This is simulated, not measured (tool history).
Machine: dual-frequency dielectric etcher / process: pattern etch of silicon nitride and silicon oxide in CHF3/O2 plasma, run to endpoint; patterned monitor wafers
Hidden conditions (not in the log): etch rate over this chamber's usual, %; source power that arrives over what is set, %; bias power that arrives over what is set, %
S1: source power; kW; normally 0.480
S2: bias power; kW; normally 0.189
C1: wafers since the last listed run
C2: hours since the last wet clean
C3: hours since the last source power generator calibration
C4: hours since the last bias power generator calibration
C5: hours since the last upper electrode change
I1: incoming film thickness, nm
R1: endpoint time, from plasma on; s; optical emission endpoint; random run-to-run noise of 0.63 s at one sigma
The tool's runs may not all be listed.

| run | hour | S1 | S2 | C1 | C2 | C3 | C4 | C5 | I1 | R1 |
|---|---|---|---|---|---|---|---|---|---|---|
| 1 | 0.0 | 0.540 | 0.189 | 0 | 456.4 | 2401.4 | 2764.3 | 4222.4 | 296.8 | 210.2 |
| 2 | 29.0 | 0.540 | 0.189 | 137 | 485.4 | 2430.4 | 2793.3 | 4251.4 | 293.1 | 207.6 |
| 3 | 43.2 | 0.480 | 0.189 | 67 | 499.6 | 2444.6 | 2807.5 | 4265.6 | 292.9 | 217.8 |
| 4 | 60.1 | 0.480 | 0.189 | 79 | 516.5 | 2461.5 | 2824.4 | 4282.5 | 294.0 | 219.2 |
| 5 | 80.1 | 0.410 | 0.189 | 94 | 536.5 | 2481.5 | 2844.4 | 4302.5 | 294.9 | 233.5 |
| 6 | 93.7 | 0.410 | 0.189 | 64 | 550.1 | 2495.1 | 2858.0 | 4316.1 | 293.8 | 233.6 |
|  | 134.4 | source power generator calibrated |
|  | 153.3 | wet clean of the chamber |
|  | 165.6 | bias power generator calibrated |
| 7 | 182.2 | 0.410 | 0.189 | 291 | 28.9 | 47.8 | 16.6 | 4404.6 | 293.9 | 223.3 |
| 8 | 209.4 | 0.510 | 0.164 | 128 | 56.1 | 75.0 | 43.8 | 4431.8 | 291.6 | 213.3 |
| 9 | 227.5 | 0.480 | 0.189 | 85 | 74.2 | 93.1 | 61.9 | 4449.9 | 295.3 | 211.5 |
|  | 253.9 | upper electrode replaced |
| 10 | 256.9 | 0.530 | 0.228 | 25 | 103.6 | 122.5 | 91.3 | 3.0 | 291.9 | 187.7 |
| 11 | 273.1 | 0.410 | 0.169 | 76 | 119.8 | 138.7 | 107.5 | 19.2 | 293.6 | 232.1 |
| 12 | 297.1 | 0.430 | 0.143 | 113 | 143.8 | 162.7 | 131.5 | 43.2 | 289.8 | 237.6 |
| 13 | 311.5 | 0.480 | 0.189 | 68 | 158.2 | 177.1 | 145.9 | 57.6 | 292.6 | 208.6 |
| 14 | 337.4 | 0.410 | 0.228 | 122 | 184.1 | 203.0 | 171.8 | 83.5 | 291.3 | 208.5 |
| 15 | 359.0 | 0.590 | 0.147 | 102 | 205.7 | 224.6 | 193.4 | 105.1 | 291.4 | 212.3 |

Describe how what the log doesn't record of the tool's condition differs between the last listed run preceding each entry between runs and the first listed run following it.
From run 6 to run 7: source power generator calibrated (hour 134.4); wet clean of the chamber (hour 153.3); bias power generator calibrated (hour 165.6)
  etch rate over this chamber's usual, %: -4.11 -> 0.644
  what was measured, less what the result would be without the hidden state, R1: +9.6 -> -1.5 s
From run 9 to run 10: upper electrode replaced (hour 253.9)
  etch rate over this chamber's usual, %: 0.278 -> 0.0407
  what was measured, less what the result would be without the hidden state, R1: -0.6 -> -0.1 s

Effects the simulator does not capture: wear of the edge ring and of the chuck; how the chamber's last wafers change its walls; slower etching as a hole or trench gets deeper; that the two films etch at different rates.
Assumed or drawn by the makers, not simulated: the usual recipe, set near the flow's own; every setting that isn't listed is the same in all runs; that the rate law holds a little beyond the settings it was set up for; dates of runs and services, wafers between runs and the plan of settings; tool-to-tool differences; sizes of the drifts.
